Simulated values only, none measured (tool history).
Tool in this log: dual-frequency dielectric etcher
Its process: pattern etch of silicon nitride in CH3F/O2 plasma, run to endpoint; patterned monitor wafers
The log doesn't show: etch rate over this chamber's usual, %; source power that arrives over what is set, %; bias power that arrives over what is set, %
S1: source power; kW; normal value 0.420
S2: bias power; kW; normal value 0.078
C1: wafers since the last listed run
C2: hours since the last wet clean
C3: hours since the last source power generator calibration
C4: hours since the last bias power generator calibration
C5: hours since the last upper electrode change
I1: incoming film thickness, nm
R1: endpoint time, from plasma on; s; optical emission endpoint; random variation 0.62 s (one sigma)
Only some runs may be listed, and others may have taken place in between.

{"run": 1, "hour": 0.0, "S1": 0.39, "S2": 0.078, "C1": 0, "C2": 294.0, "C3": 1370.7, "C4": 2296.6, "C5": 5044.3, "I1": 66.3, "R1": 83.4}
{"run": 2, "hour": 31.3, "S1": 0.39, "S2": 0.078, "C1": 302, "C2": 325.3, "C3": 1402.0, "C4": 2327.9, "C5": 5075.6, "I1": 66.5, "R1": 85.7}
{"run": 3, "hour": 51.9, "S1": 0.39, "S2": 0.078, "C1": 199, "C2": 345.9, "C3": 1422.6, "C4": 2348.5, "C5": 5096.2, "I1": 66.6, "R1": 86.2}
{"run": 4, "hour": 76.7, "S1": 0.42, "S2": 0.078, "C1": 239, "C2": 370.7, "C3": 1447.4, "C4": 2373.3, "C5": 5121.0, "I1": 67.4, "R1": 84.5}
{"run": 5, "hour": 108.6, "S1": 0.42, "S2": 0.078, "C1": 308, "C2": 402.6, "C3": 1479.3, "C4": 2405.2, "C5": 5152.9, "I1": 67.3, "R1": 84.0}
{"hour": 160.7, "done": "upper electrode replaced"}
{"run": 6, "hour": 161.2, "S1": 0.42, "S2": 0.078, "C1": 276, "C2": 455.2, "C3": 1531.9, "C4": 2457.8, "C5": 0.5, "I1": 67.0, "R1": 84.4}
{"hour": 192.4, "done": "wet clean of the chamber"}
{"run": 7, "hour": 192.9, "S1": 0.42, "S2": 0.078, "C1": 74, "C2": 0.5, "C3": 1563.6, "C4": 2489.5, "C5": 32.2, "I1": 65.7, "R1": 78.4}
{"hour": 209.8, "done": "source power generator calibrated"}
{"run": 8, "hour": 210.2, "S1": 0.48, "S2": 0.067, "C1": 128, "C2": 17.8, "C3": 0.4, "C4": 2506.8, "C5": 49.5, "I1": 66.3, "R1": 80.2}
{"hour": 231.9, "done": "bias power generator calibrated"}
{"run": 9, "hour": 245.0, "S1": 0.36, "S2": 0.086, "C1": 297, "C2": 52.6, "C3": 35.2, "C4": 13.1, "C5": 84.3, "I1": 66.6, "R1": 82.6}
{"run": 10, "hour": 272.2, "S1": 0.42, "S2": 0.078, "C1": 262, "C2": 79.8, "C3": 62.4, "C4": 40.3, "C5": 111.5, "I1": 65.9, "R1": 80.4}
{"run": 11, "hour": 299.1, "S1": 0.51, "S2": 0.061, "C1": 259, "C2": 106.7, "C3": 89.3, "C4": 67.2, "C5": 138.4, "I1": 66.3, "R1": 80.4}
{"run": 12, "hour": 323.7, "S1": 0.42, "S2": 0.078, "C1": 237, "C2": 131.3, "C3": 113.9, "C4": 91.8, "C5": 163.0, "I1": 66.9, "R1": 80.8}
{"run": 13, "hour": 340.3, "S1": 0.34, "S2": 0.094, "C1": 160, "C2": 147.9, "C3": 130.5, "C4": 108.4, "C5": 179.6, "I1": 66.9, "R1": 82.5}
{"run": 14, "hour": 366.0, "S1": 0.34, "S2": 0.061, "C1": 248, "C2": 173.6, "C3": 156.2, "C4": 134.1, "C5": 205.3, "I1": 66.9, "R1": 96.7}
{"run": 15, "hour": 398.9, "S1": 0.39, "S2": 0.068, "C1": 317, "C2": 206.5, "C3": 189.1, "C4": 167.0, "C5": 238.2, "I1": 66.4, "R1": 86.8}
{"run": 16, "hour": 425.7, "S1": 0.33, "S2": 0.066, "C1": 258, "C2": 233.3, "C3": 215.9, "C4": 193.8, "C5": 265.0, "I1": 66.0, "R1": 94.1}
{"run": 17, "hour": 460.7, "S1": 0.42, "S2": 0.078, "C1": 338, "C2": 268.3, "C3": 250.9, "C4": 228.8, "C5": 300.0, "I1": 66.4, "R1": 83.1}

Predict each of these 4 candidate next runs independently; none follows another, all start after run 17:
{"run": "A", "hour": 461.2, "S1": 0.42, "S2": 0.078, "C1": 4, "C2": 268.8, "C3": 251.4, "C4": 229.3, "C5": 300.5, "I1": 66.2, "R1": "?"}
{"run": "B", "hour": 461.2, "S1": 0.52, "S2": 0.078, "C1": 4, "C2": 268.8, "C3": 251.4, "C4": 229.3, "C5": 300.5, "I1": 66.2, "R1": "?"}
{"run": "C", "hour": 461.2, "S1": 0.32, "S2": 0.089, "C1": 4, "C2": 268.8, "C3": 251.4, "C4": 229.3, "C5": 300.5, "I1": 66.2, "R1": "?"}
{"run": "D", "hour": 461.2, "S1": 0.5, "S2": 0.071, "C1": 4, "C2": 268.8, "C3": 251.4, "C4": 229.3, "C5": 300.5, "I1": 66.2, "R1": "?"}

run=A R1=81.0
run=B R1=74.9
run=C R1=85.3
run=D R1=78.4
Stripped of hidden state, with their random variation kept, the same runs would have yielded:
run=A R1=79.1
run=B R1=73.1
run=C R1=83.3
run=D R1=76.6

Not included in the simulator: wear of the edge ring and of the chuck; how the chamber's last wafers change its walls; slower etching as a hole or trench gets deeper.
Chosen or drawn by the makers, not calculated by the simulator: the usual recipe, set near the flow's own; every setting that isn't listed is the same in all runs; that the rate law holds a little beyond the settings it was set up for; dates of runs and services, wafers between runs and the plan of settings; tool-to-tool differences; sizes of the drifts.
